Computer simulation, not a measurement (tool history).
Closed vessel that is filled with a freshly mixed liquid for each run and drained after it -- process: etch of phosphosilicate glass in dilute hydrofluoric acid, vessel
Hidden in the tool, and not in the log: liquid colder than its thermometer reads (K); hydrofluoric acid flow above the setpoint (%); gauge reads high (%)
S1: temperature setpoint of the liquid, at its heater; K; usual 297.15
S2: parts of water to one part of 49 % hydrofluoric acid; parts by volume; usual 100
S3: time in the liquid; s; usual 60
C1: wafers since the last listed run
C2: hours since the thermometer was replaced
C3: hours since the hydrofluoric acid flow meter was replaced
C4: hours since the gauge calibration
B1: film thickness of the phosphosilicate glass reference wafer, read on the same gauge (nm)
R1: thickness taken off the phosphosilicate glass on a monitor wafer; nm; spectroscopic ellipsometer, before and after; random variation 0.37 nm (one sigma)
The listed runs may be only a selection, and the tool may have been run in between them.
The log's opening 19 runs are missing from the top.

{"run": 20, "hour": 981.8, "S1": 293.15, "S2": 125, "S3": 45, "C1": 3493, "C2": 662.2, "C3": 2160.2, "C4": 334.2, "B1": 30.02, "R1": 34.98}
{"run": 21, "hour": 1019.8, "S1": 297.15, "S2": 100, "S3": 60, "C1": 4439, "C2": 700.2, "C3": 2198.2, "C4": 372.2, "B1": 30.01, "R1": 70.33}
{"hour": 1079.2, "done": "thermometer replaced"}
{"run": 22, "hour": 1086.8, "S1": 297.15, "S2": 115, "S3": 90, "C1": 7710, "C2": 7.6, "C3": 2265.2, "C4": 439.2, "B1": 30.04, "R1": 92.69}
{"hour": 1095.4, "done": "hydrofluoric acid flow meter replaced"}
{"run": 23, "hour": 1128.4, "S1": 299.15, "S2": 100, "S3": 75, "C1": 4743, "C2": 49.2, "C3": 33.0, "C4": 480.8, "B1": 30.01, "R1": 90.89}
{"run": 24, "hour": 1170.0, "S1": 299.15, "S2": 115, "S3": 40, "C1": 4860, "C2": 90.8, "C3": 74.6, "C4": 522.4, "B1": 30.0, "R1": 41.09}
{"run": 25, "hour": 1203.7, "S1": 294.65, "S2": 75, "S3": 95, "C1": 3937, "C2": 124.5, "C3": 108.3, "C4": 556.1, "B1": 30.02, "R1": 130.0}
{"run": 26, "hour": 1237.4, "S1": 300.65, "S2": 70, "S3": 60, "C1": 3937, "C2": 158.2, "C3": 142.0, "C4": 589.8, "B1": 30.01, "R1": 114.02}
{"run": 27, "hour": 1290.8, "S1": 293.65, "S2": 70, "S3": 45, "C1": 6238, "C2": 211.6, "C3": 195.4, "C4": 643.2, "B1": 30.0, "R1": 64.27}
{"run": 28, "hour": 1318.3, "S1": 293.65, "S2": 55, "S3": 60, "C1": 3212, "C2": 239.1, "C3": 222.9, "C4": 670.7, "B1": 30.01, "R1": 111.06}
{"run": 29, "hour": 1357.9, "S1": 297.15, "S2": 100, "S3": 60, "C1": 4626, "C2": 278.7, "C3": 262.5, "C4": 710.3, "B1": 30.02, "R1": 66.05}
{"run": 30, "hour": 1408.1, "S1": 300.15, "S2": 115, "S3": 60, "C1": 5864, "C2": 328.9, "C3": 312.7, "C4": 760.5, "B1": 29.98, "R1": 63.72}
{"run": 31, "hour": 1468.3, "S1": 293.65, "S2": 65, "S3": 60, "C1": 7033, "C2": 389.1, "C3": 372.9, "C4": 820.7, "B1": 29.98, "R1": 91.41}
{"run": 32, "hour": 1527.6, "S1": 293.15, "S2": 150, "S3": 70, "C1": 6928, "C2": 448.4, "C3": 432.2, "C4": 880.0, "B1": 29.97, "R1": 41.73}
{"run": 33, "hour": 1579.9, "S1": 297.15, "S2": 100, "S3": 60, "C1": 6110, "C2": 500.7, "C3": 484.5, "C4": 932.3, "B1": 29.98, "R1": 66.06}

3 ways to go on from here, each from the tool as it stands after run 33. What would each give?
{"run": "A", "hour": 1580.6, "S1": 297.15, "S2": 100, "S3": 60, "C1": 81, "C2": 501.4, "C3": 485.2, "C4": 933.0, "B1": "?", "R1": "?"}
{"run": "B", "hour": 1580.6, "S1": 297.15, "S2": 145, "S3": 70, "C1": 81, "C2": 501.4, "C3": 485.2, "C4": 933.0, "B1": "?", "R1": "?"}
{"run": "C", "hour": 1580.6, "S1": 293.15, "S2": 130, "S3": 60, "C1": 81, "C2": 501.4, "C3": 485.2, "C4": 933.0, "B1": "?", "R1": "?"}

run=A B1=30.03 R1=66.84
run=B B1=30.03 R1=51.08
run=C B1=30.03 R1=42.34
What these runs would have given with no unlogged condition in the tool:
run=A R1=66.79
run=B R1=50.94
run=C R1=42.31
